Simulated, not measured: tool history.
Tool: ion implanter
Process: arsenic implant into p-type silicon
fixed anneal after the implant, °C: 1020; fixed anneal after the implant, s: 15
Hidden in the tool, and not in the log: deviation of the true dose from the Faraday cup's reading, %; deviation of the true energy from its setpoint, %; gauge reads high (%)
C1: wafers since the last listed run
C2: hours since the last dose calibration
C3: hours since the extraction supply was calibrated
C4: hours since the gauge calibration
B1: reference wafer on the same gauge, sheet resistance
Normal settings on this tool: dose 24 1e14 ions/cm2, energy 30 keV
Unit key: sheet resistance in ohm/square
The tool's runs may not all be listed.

{"run": 1, "hour": 0.0, "dose": 24, "energy": 37.5, "C1": 0, "C2": 282.7, "C3": 6087.1, "C4": 299.9, "B1": 90.18, "sheet resistance": 72.53}
{"run": 2, "hour": 27.7, "dose": 21.82, "energy": 34.5, "C1": 331, "C2": 310.4, "C3": 6114.8, "C4": 327.6, "B1": 90.21, "sheet resistance": 77.24}
{"run": 3, "hour": 63.5, "dose": 21.82, "energy": 34.5, "C1": 428, "C2": 346.2, "C3": 6150.6, "C4": 363.4, "B1": 90.22, "sheet resistance": 76.96}
{"run": 4, "hour": 130.1, "dose": 24, "energy": 30, "C1": 796, "C2": 412.8, "C3": 6217.2, "C4": 430, "B1": 90.23, "sheet resistance": 79.86}
{"run": 5, "hour": 191.5, "dose": 24, "energy": 30, "C1": 734, "C2": 474.2, "C3": 6278.6, "C4": 491.4, "B1": 90.2, "sheet resistance": 79.67}
{"run": 6, "hour": 260.0, "dose": 24, "energy": 37, "C1": 819, "C2": 542.7, "C3": 6347.1, "C4": 559.9, "B1": 90.18, "sheet resistance": 72.8}
{"hour": 424.8, "done": "extraction supply calibrated"}
{"run": 7, "hour": 442.2, "dose": 24, "energy": 37, "C1": 2084, "C2": 724.9, "C3": 17.4, "C4": 742.1, "B1": 90.17, "sheet resistance": 72.89}
{"run": 8, "hour": 484.0, "dose": 24, "energy": 30, "C1": 500, "C2": 766.7, "C3": 59.2, "C4": 783.9, "B1": 90.24, "sheet resistance": 79.49}
{"run": 9, "hour": 528.5, "dose": 24, "energy": 30, "C1": 532, "C2": 811.2, "C3": 103.7, "C4": 828.4, "B1": 90.18, "sheet resistance": 79.53}
{"run": 10, "hour": 553.5, "dose": 24, "energy": 30, "C1": 299, "C2": 836.2, "C3": 128.7, "C4": 853.4, "B1": 90.18, "sheet resistance": 79.56}
{"hour": 581.5, "done": "gauge calibrated"}
{"run": 11, "hour": 730.6, "dose": 24, "energy": 30, "C1": 2118, "C2": 1013.3, "C3": 305.8, "C4": 149.1, "B1": 90.25, "sheet resistance": 79.41}
{"run": 12, "hour": 788.7, "dose": 29.72, "energy": 30, "C1": 695, "C2": 1071.4, "C3": 363.9, "C4": 207.2, "B1": 90.2, "sheet resistance": 76.42}
{"run": 13, "hour": 860.6, "dose": 24, "energy": 30, "C1": 860, "C2": 1143.3, "C3": 435.8, "C4": 279.1, "B1": 90.22, "sheet resistance": 78.9}
{"run": 14, "hour": 891.5, "dose": 19.21, "energy": 39.5, "C1": 369, "C2": 1174.2, "C3": 466.7, "C4": 310, "B1": 90.21, "sheet resistance": 74.89}
{"run": 15, "hour": 920.6, "dose": 24, "energy": 37.5, "C1": 348, "C2": 1203.3, "C3": 495.8, "C4": 339.1, "B1": 90.17, "sheet resistance": 71.7}
{"hour": 934.8, "done": "Faraday cup replaced and dose calibrated"}
{"run": 16, "hour": 976.0, "dose": 24, "energy": 36.5, "C1": 567, "C2": 41.2, "C3": 551.2, "C4": 394.5, "B1": 90.17, "sheet resistance": 73.76}
{"run": 17, "hour": 1017.4, "dose": 28.83, "energy": 27, "C1": 495, "C2": 82.6, "C3": 592.6, "C4": 435.9, "B1": 90.19, "sheet resistance": 80.81}
{"run": 18, "hour": 1087.9, "dose": 20.24, "energy": 35.5, "C1": 843, "C2": 153.1, "C3": 663.1, "C4": 506.4, "B1": 90.21, "sheet resistance": 77.87}
{"run": 19, "hour": 1157.6, "dose": 24, "energy": 30, "C1": 833, "C2": 222.8, "C3": 732.8, "C4": 576.1, "B1": 90.16, "sheet resistance": 79.88}
{"run": 20, "hour": 1224.2, "dose": 26.8, "energy": 38, "C1": 796, "C2": 289.4, "C3": 799.4, "C4": 642.7, "B1": 90.17, "sheet resistance": 70.38}
{"run": 21, "hour": 1250.3, "dose": 28.55, "energy": 21, "C1": 312, "C2": 315.5, "C3": 825.5, "C4": 668.8, "B1": 90.21, "sheet resistance": 89.03}
{"run": 22, "hour": 1277.1, "dose": 24, "energy": 30, "C1": 320, "C2": 342.3, "C3": 852.3, "C4": 695.6, "B1": 90.23, "sheet resistance": 79.58}
{"run": 23, "hour": 1338.6, "dose": 29.94, "energy": 38, "C1": 735, "C2": 403.8, "C3": 913.8, "C4": 757.1, "B1": 90.24, "sheet resistance": 68.78}

What if the next run were any one of these 5? Each begins from the tool's condition after run 23:
{"run": "A", "hour": 1339.0, "dose": 24, "energy": 30, "C1": 4, "C2": 404.2, "C3": 914.2, "C4": 757.5, "B1": "?", "sheet resistance": "?"}
{"run": "B", "hour": 1339.0, "dose": 29.48, "energy": 37.5, "C1": 4, "C2": 404.2, "C3": 914.2, "C4": 757.5, "B1": "?", "sheet resistance": "?"}
{"run": "C", "hour": 1339.0, "dose": 20.36, "energy": 34, "C1": 4, "C2": 404.2, "C3": 914.2, "C4": 757.5, "B1": "?", "sheet resistance": "?"}
{"run": "D", "hour": 1339.0, "dose": 19.87, "energy": 30, "C1": 4, "C2": 404.2, "C3": 914.2, "C4": 757.5, "B1": "?", "sheet resistance": "?"}
{"run": "E", "hour": 1339.0, "dose": 20.6, "energy": 26, "C1": 4, "C2": 404.2, "C3": 914.2, "C4": 757.5, "B1": "?", "sheet resistance": "?"}

run=A B1=90.19 sheet_resistance=80.05
run=B B1=90.19 sheet_resistance=69.61
run=C B1=90.19 sheet_resistance=79.31
run=D B1=90.19 sheet_resistance=83.71
run=E B1=90.19 sheet_resistance=87.45
Without the tool's unlogged condition, the same runs would have read:
run=A sheet_resistance=80.09
run=B sheet_resistance=69.65
run=C sheet_resistance=79.37
run=D sheet_resistance=83.77
run=E sheet_resistance=87.51
